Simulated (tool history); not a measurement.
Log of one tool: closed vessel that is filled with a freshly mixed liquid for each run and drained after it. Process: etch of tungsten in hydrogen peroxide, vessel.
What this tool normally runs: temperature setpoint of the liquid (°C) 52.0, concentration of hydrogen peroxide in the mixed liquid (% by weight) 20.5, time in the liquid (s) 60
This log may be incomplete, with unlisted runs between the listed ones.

run	day	temperature setpoint of the liquid (°C)	concentration of hydrogen peroxide in the mixed liquid (% by weight)	time in the liquid (s)	read-back film thickness of the tungsten reference wafer, read on the same gauge (nm)	thickness taken off the tungsten on a monitor wafer (Å)
1	0.000	52.0	20.5	60	60.01	492.8
2	1.579	52.0	20.5	60	59.99	482.7
3	2.217	52.0	20.5	60	60.01	484.7
4	2.962	52.0	20.5	60	60.02	478.6
5	3.258	52.0	20.5	60	59.99	479.7
# day 3.875: peroxide flow meter replaced
6	3.988	52.0	20.5	60	60.01	479.2
# day 4.267: gauge calibrated
7	4.312	52.0	20.5	60	59.99	475.5
# day 4.496: new drum of peroxide connected
8	4.933	52.0	20.5	60	59.99	471.9
9	5.654	56.0	20.5	60	60.00	611.4
# day 5.875: thermometer replaced
10	5.929	52.0	20.5	80	59.98	760.6
11	6.596	52.0	20.5	90	60.00	847.6
12	7.133	55.0	18.5	45	59.97	489.8
13	7.446	56.5	20.5	60	59.98	734.4
14	7.838	59.5	20.5	75	59.98	1089.4
15	8.108	52.0	20.5	60	60.01	564.7
16	8.688	52.0	25.5	80	59.99	835.9

Alternative continuations, all from the tool just after run 16; predict every row:
A	8.717	49.0	20.5	60	?	?
B	8.717	52.0	20.5	40	?	?
C	8.717	61.0	20.5	60	?	?
D	8.717	55.5	20.5	45	?	?

run	read-back film thickness of the tungsten reference wafer, read on the same gauge (nm)	thickness taken off the tungsten on a monitor wafer (Å)
A	59.98	469.4
B	59.98	375.8
C	59.98	957.4
D	59.98	521.3
The same runs, with their run-to-run variation unchanged, on a tool lacking any hidden condition would have given:
run	thickness taken off the tungsten on a monitor wafer (Å)
A	478.1
B	382.7
C	973.9
D	530.6
